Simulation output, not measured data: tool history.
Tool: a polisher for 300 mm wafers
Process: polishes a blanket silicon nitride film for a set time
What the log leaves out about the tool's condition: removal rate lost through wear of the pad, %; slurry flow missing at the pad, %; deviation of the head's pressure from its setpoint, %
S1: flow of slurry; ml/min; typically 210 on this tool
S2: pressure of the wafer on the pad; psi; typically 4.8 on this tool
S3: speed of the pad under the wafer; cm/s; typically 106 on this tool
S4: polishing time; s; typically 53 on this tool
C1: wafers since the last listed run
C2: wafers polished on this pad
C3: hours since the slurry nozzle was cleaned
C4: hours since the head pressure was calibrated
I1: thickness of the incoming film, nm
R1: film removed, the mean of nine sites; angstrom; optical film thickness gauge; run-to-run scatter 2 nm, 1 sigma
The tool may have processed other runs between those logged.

Run 1, hour 0.0: usual settings but S4 40 s; C1 0; C2 4985; C3 901.1; C4 19.3; I1 568.4. Result: R1 995 angstrom.
At hour 20.5: slurry nozzle cleaned.
Run 2, hour 58.2: usual settings; C1 631; C2 5616; C3 37.7; C4 77.5; I1 561.2. Result: R1 1299 angstrom.
Run 3, hour 128.6: usual settings; C1 777; C2 6394; C3 108.1; C4 147.9; I1 569.0. Result: R1 1235 angstrom.
At hour 298.4: worn pad replaced by a new one.
Run 4, hour 434.6: usual settings but S3 92 cm/s; C1 3334; C2 1503; C3 414.1; C4 453.9; I1 562.5. Result: R1 1207 angstrom.
Run 5, hour 510.5: usual settings; C1 838; C2 2341; C3 490.0; C4 529.8; I1 562.5. Result: R1 1294 angstrom.
Run 6, hour 562.3: usual settings; C1 571; C2 2913; C3 541.8; C4 581.6; I1 556.2. Result: R1 1276 angstrom.
Run 7, hour 633.6: usual settings; C1 787; C2 3700; C3 613.1; C4 652.9; I1 564.9. Result: R1 1239 angstrom.
At hour 680.9: head pressure recalibrated.
Run 8, hour 757.2: usual settings; C1 1342; C2 5043; C3 736.7; C4 76.3; I1 561.6. Result: R1 1331 angstrom.
Run 9, hour 817.2: usual settings but S2 5.7 psi; C1 662; C2 5706; C3 796.7; C4 136.3; I1 550.6. Result: R1 1467 angstrom.
At hour 859.8: slurry nozzle cleaned.
Run 10, hour 885.9: usual settings but S2 5.7 psi; C1 747; C2 6453; C3 26.1; C4 205.0; I1 566.9. Result: R1 1511 angstrom.
Run 11, hour 962.2: usual settings; C1 842; C2 7296; C3 102.4; C4 281.3; I1 559.0. Result: R1 1207 angstrom.
At hour 1033.1: worn pad replaced by a new one.
Run 12, hour 1048.7: usual settings; C1 910; C2 171; C3 188.9; C4 367.8; I1 561.1. Result: R1 1295 angstrom.
Run 13, hour 1118.5: usual settings; C1 770; C2 942; C3 258.7; C4 437.6; I1 563.6. Result: R1 1289 angstrom.
Run 14, hour 1202.7: usual settings; C1 929; C2 1872; C3 342.9; C4 521.8; I1 568.0. Result: R1 1289 angstrom.
Run 15, hour 1304.6: usual settings but S2 3.4 psi; C1 1125; C2 2997; C3 444.8; C4 623.7; I1 558.6. Result: R1 899 angstrom.
Run 16, hour 1393.3: usual settings but S1 250 ml/min; C1 979; C2 3976; C3 533.5; C4 712.4; I1 549.4. Result: R1 1275 angstrom.
Run 17, hour 1465.8: usual settings but S2 5.6 psi, S4 39 s; C1 800; C2 4777; C3 606.0; C4 784.9; I1 567.3. Result: R1 1048 angstrom.
At hour 1477.7: head pressure recalibrated.
Run 18, hour 1512.3: usual settings; C1 491; C2 5268; C3 652.5; C4 34.6; I1 562.4. Result: R1 1313 angstrom.
Run 19, hour 1551.6: usual settings but S2 5.6 psi, S3 90 cm/s; C1 433; C2 5702; C3 691.8; C4 73.9; I1 563.6. Result: R1 1356 angstrom.
Run 20, hour 1592.3: usual settings but S1 240 ml/min; C1 449; C2 6152; C3 732.5; C4 114.6; I1 558.1. Result: R1 1284 angstrom.
At hour 1702.9: worn pad replaced by a new one.
At hour 1755.9: slurry nozzle cleaned.
Run 21, hour 1874.0: usual settings but S3 90 cm/s; C1 3055; C2 1877; C3 118.1; C4 396.3; I1 557.8. Result: R1 1136 angstrom.
Run 22, hour 1919.3: usual settings; C1 500; C2 2378; C3 163.4; C4 441.6; I1 558.7. Result: R1 1283 angstrom.
Run 23, hour 2023.5: usual settings but S1 150 ml/min, S2 5.7 psi, S3 76 cm/s; C1 1150; C2 3528; C3 267.6; C4 545.8; I1 557.9. Result: R1 1112 angstrom.
Run 24, hour 2093.4: usual settings but S1 235 ml/min, S2 3.4 psi; C1 771; C2 4300; C3 337.5; C4 615.7; I1 564.8. Result: R1 882 angstrom.
Run 25, hour 2165.8: usual settings but S2 3.7 psi, S3 136 cm/s; C1 799; C2 5099; C3 409.9; C4 688.1; I1 567.1. Result: R1 1117 angstrom.
At hour 2204.4: head pressure recalibrated.
Run 26, hour 2248.7: usual settings; C1 893; C2 5993; C3 492.8; C4 44.3; I1 566.5. Result: R1 1245 angstrom.
Run 27, hour 2332.8: usual settings but S1 250 ml/min, S3 94 cm/s; C1 928; C2 6921; C3 576.9; C4 128.4; I1 560.3. Result: R1 1152 angstrom.
Run 28, hour 2385.5: usual settings but S2 6.0 psi, S3 122 cm/s, S4 37 s; C1 581; C2 7503; C3 629.6; C4 181.1; I1 557.7. Result: R1 1128 angstrom.
At hour 2458.6: worn pad replaced by a new one.
Run 29, hour 2459.1: usual settings but S1 250 ml/min, S3 94 cm/s; C1 768; C2 5; C3 703.2; C4 254.7; I1 571.9. Result: R1 1250 angstrom.
Run 30, hour 2533.1: usual settings but S1 265 ml/min, S2 5.6 psi, S4 61 s; C1 817; C2 822; C3 777.2; C4 328.7; I1 568.9. Result: R1 1825 angstrom.
At hour 2553.2: slurry nozzle cleaned.
Run 31, hour 2619.0: usual settings but S2 3.9 psi; C1 937; C2 1760; C3 65.8; C4 414.6; I1 566.7. Result: R1 1020 angstrom.
Run 32, hour 2714.9: usual settings but S1 275 ml/min, S2 5.3 psi, S3 96 cm/s; C1 1058; C2 2819; C3 161.7; C4 510.5; I1 564.7. Result: R1 1334 angstrom.
Run 33, hour 2809.5: usual settings; C1 1044; C2 3863; C3 256.3; C4 605.1; I1 555.2. Result: R1 1220 angstrom.
Run 34, hour 2868.0: usual settings; C1 645; C2 4509; C3 314.8; C4 663.6; I1 568.6. Result: R1 1207 angstrom.
Run 35, hour 2946.6: usual settings; C1 867; C2 5377; C3 393.4; C4 742.2; I1 558.9. Result: R1 1178 angstrom.
At hour 2952.7: head pressure recalibrated.
Run 36, hour 3030.6: usual settings but S1 160 ml/min, S2 4.0 psi, S3 86 cm/s, S4 68 s; C1 905; C2 6283; C3 477.4; C4 77.9; I1 557.6. Result: R1 1149 angstrom.
Run 37, hour 3098.3: usual settings but S1 260 ml/min, S3 124 cm/s; C1 747; C2 7030; C3 545.1; C4 145.6; I1 558.7. Result: R1 1428 angstrom.

Hidden condition of the tool, last listed run before each entry between runs versus first listed run after:
After run 1, before run 2: slurry nozzle cleaned (hour 20.5)
  removal rate lost through wear of the pad, %: 8.03 -> 8.92; deviation of the head's pressure from its setpoint, %: -0.752 -> -2.38
  what was measured, less what the result would be without the hidden state, R1: -95 -> -162 angstrom
After run 3, before run 4: worn pad replaced by a new one (hour 298.4)
  removal rate lost through wear of the pad, %: 10 -> 2.51; deviation of the head's pressure from its setpoint, %: -3.93 -> -7.37
  what was measured, less what the result would be without the hidden state, R1: -194 -> -130 angstrom
After run 7, before run 8: head pressure recalibrated (hour 680.9)
  removal rate lost through wear of the pad, %: 5.57 -> 7.46; deviation of the head's pressure from its setpoint, %: -8.19 -> -3.07
  what was measured, less what the result would be without the hidden state, R1: -191 -> -153 angstrom
After run 9, before run 10: slurry nozzle cleaned (hour 859.8)
  removal rate lost through wear of the pad, %: 8.39 -> 9.44; deviation of the head's pressure from its setpoint, %: -4.42 -> -5.63
  what was measured, less what the result would be without the hidden state, R1: -209 -> -257 angstrom
After run 11, before run 12: worn pad replaced by a new one (hour 1033.1)
  removal rate lost through wear of the pad, %: 10.6 -> 0.604; deviation of the head's pressure from its setpoint, %: -6.64 -> -7.49
  what was measured, less what the result would be without the hidden state, R1: -240 -> -114 angstrom
After run 17, before run 18: head pressure recalibrated (hour 1477.7)
  removal rate lost through wear of the pad, %: 7.01 -> 7.72; deviation of the head's pressure from its setpoint, %: -9.19 -> -1.65
  what was measured, less what the result would be without the hidden state, R1: -193 -> -134 angstrom
After run 20, before run 21: worn pad replaced by a new one (hour 1702.9); slurry nozzle cleaned (hour 1755.9)
  removal rate lost through wear of the pad, %: 8.95 -> 4.41; deviation of the head's pressure from its setpoint, %: -3.68 -> -7.42
  what was measured, less what the result would be without the hidden state, R1: -181 -> -148 angstrom
After run 25, before run 26: head pressure recalibrated (hour 2204.4)
  removal rate lost through wear of the pad, %: 8.89 -> 10.2; deviation of the head's pressure from its setpoint, %: -8.71 -> -2.73
  what was measured, less what the result would be without the hidden state, R1: -226 -> -180 angstrom
After run 28, before run 29: worn pad replaced by a new one (hour 2458.6)
  removal rate lost through wear of the pad, %: 12.3 -> 1.17; deviation of the head's pressure from its setpoint, %: -5.75 -> -6.83
  what was measured, less what the result would be without the hidden state, R1: -237 -> -108 angstrom
After run 30, before run 31: slurry nozzle cleaned (hour 2553.2)
  removal rate lost through wear of the pad, %: 2.31 -> 3.62; deviation of the head's pressure from its setpoint, %: -7.65 -> -8.35
  what was measured, less what the result would be without the hidden state, R1: -198 -> -135 angstrom
After run 35, before run 36: head pressure recalibrated (hour 2952.7)
  removal rate lost through wear of the pad, %: 8.66 -> 9.95; deviation of the head's pressure from its setpoint, %: -9.63 -> -2.25
  what was measured, less what the result would be without the hidden state, R1: -249 -> -156 angstrom
